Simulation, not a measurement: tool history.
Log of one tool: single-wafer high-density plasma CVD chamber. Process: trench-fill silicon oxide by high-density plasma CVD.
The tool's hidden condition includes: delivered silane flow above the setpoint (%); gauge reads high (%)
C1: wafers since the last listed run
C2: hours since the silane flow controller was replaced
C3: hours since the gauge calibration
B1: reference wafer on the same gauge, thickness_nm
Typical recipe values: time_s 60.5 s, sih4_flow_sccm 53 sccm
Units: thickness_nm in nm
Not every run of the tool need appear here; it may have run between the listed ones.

Run 1, hour 0: usual settings but time_s 54.9 s, sih4_flow_sccm 47 sccm; C1 0; C2 898.9; C3 922.2; B1 360.965. Result: thickness_nm 247.62 nm.
Run 2, hour 39.7: usual settings but time_s 54.9 s, sih4_flow_sccm 47 sccm; C1 395; C2 938.6; C3 961.9; B1 361.134. Result: thickness_nm 248.637 nm.
At hour 81.2: gauge calibrated.
Run 3, hour 125.6: usual settings but time_s 54.9 s, sih4_flow_sccm 47 sccm; C1 856; C2 1024.5; C3 44.4; B1 360.987. Result: thickness_nm 247.695 nm.
Run 4, hour 165.1: usual settings; C1 393; C2 1064; C3 83.9; B1 360.995. Result: thickness_nm 303.583 nm.
Run 5, hour 268.9: usual settings; C1 1034; C2 1167.8; C3 187.7; B1 360.957. Result: thickness_nm 304.608 nm.
Run 6, hour 362: usual settings; C1 927; C2 1260.9; C3 280.8; B1 360.921. Result: thickness_nm 302.835 nm.
Run 7, hour 424.6: usual settings but time_s 51.5 s; C1 623; C2 1323.5; C3 343.4; B1 360.9. Result: thickness_nm 258.024 nm.
Run 8, hour 475.6: usual settings but time_s 51.5 s; C1 508; C2 1374.5; C3 394.4; B1 361.135. Result: thickness_nm 256.78 nm.
Run 9, hour 566.3: usual settings but time_s 51.5 s; C1 904; C2 1465.2; C3 485.1; B1 360.844. Result: thickness_nm 257.584 nm.
Run 10, hour 621.2: usual settings but time_s 68.7 s, sih4_flow_sccm 56 sccm; C1 547; C2 1520.1; C3 540; B1 361.061. Result: thickness_nm 358.569 nm.
Run 11, hour 689.4: usual settings but time_s 68.7 s, sih4_flow_sccm 56 sccm; C1 679; C2 1588.3; C3 608.2; B1 361.23. Result: thickness_nm 358.782 nm.
Run 12, hour 730.9: usual settings but time_s 68 s, sih4_flow_sccm 61 sccm; C1 413; C2 1629.8; C3 649.7; B1 361.078. Result: thickness_nm 383.752 nm.
Run 13, hour 798.3: usual settings but time_s 53.7 s, sih4_flow_sccm 49 sccm; C1 671; C2 1697.2; C3 717.1; B1 361.287. Result: thickness_nm 248.582 nm.
Run 14, hour 840.9: usual settings but time_s 51.5 s; C1 424; C2 1739.8; C3 759.7; B1 360.904. Result: thickness_nm 254.984 nm.
Run 15, hour 928.3: usual settings but time_s 66.1 s, sih4_flow_sccm 59 sccm; C1 871; C2 1827.2; C3 847.1; B1 360.996. Result: thickness_nm 360.614 nm.
Run 16, hour 1031.8: usual settings but time_s 53.4 s, sih4_flow_sccm 61 sccm; C1 1031; C2 1930.7; C3 950.6; B1 361.161. Result: thickness_nm 300.912 nm.
At hour 1055.3: silane flow controller replaced.
Run 17, hour 1101.2: usual settings but time_s 70.4 s, sih4_flow_sccm 43 sccm; C1 611; C2 45.9; C3 1020; B1 360.976. Result: thickness_nm 294.543 nm.
At hour 1146: gauge calibrated.
Run 18, hour 1164.4: usual settings but time_s 49.5 s, sih4_flow_sccm 50 sccm; C1 629; C2 109.1; C3 18.4; B1 361.008. Result: thickness_nm 238.832 nm.
Run 19, hour 1267.6: usual settings; C1 1028; C2 212.3; C3 121.6; B1 361.183. Result: thickness_nm 306.362 nm.
Run 20, hour 1307.1: usual settings but time_s 50.5 s; C1 393; C2 251.8; C3 161.1; B1 360.997. Result: thickness_nm 255.029 nm.
Run 21, hour 1407.8: usual settings but time_s 70 s; C1 1003; C2 352.5; C3 261.8; B1 360.826. Result: thickness_nm 354.715 nm.
Run 22, hour 1490.9: usual settings but time_s 54.6 s; C1 828; C2 435.6; C3 344.9; B1 361.093. Result: thickness_nm 275.892 nm.
Run 23, hour 1743.1: usual settings but time_s 53.3 s, sih4_flow_sccm 58 sccm; C1 2513; C2 687.8; C3 597.1; B1 360.961. Result: thickness_nm 290.388 nm.
Run 24, hour 1806.3: usual settings but time_s 49.8 s, sih4_flow_sccm 42 sccm; C1 629; C2 751; C3 660.3; B1 361.124. Result: thickness_nm 204.277 nm.
Run 25, hour 1867.8: usual settings; C1 612; C2 812.5; C3 721.8; B1 360.97. Result: thickness_nm 303.595 nm.

Some steps in thickness_nm between neighbouring runs. How much of each would the tool show without its hidden state too (settings, what came in, random variation), and how much is left for the hidden state, with any gauge scatter that isn't in both results?
Run 12 -> 13: time_s 68 -> 53.7, sih4_flow_sccm 61 -> 49. thickness_nm -135.17 nm: hidden state +1.558, all else -136.728.
Run 14 -> 15: time_s 51.5 -> 66.1, sih4_flow_sccm 53 -> 59. thickness_nm +105.63 nm: hidden state -2.42, all else +108.05.
Run 16 -> 17: time_s 53.4 -> 70.4, sih4_flow_sccm 61 -> 43, silane flow controller replaced. thickness_nm -6.369 nm: hidden state +6.902, all else -13.271.

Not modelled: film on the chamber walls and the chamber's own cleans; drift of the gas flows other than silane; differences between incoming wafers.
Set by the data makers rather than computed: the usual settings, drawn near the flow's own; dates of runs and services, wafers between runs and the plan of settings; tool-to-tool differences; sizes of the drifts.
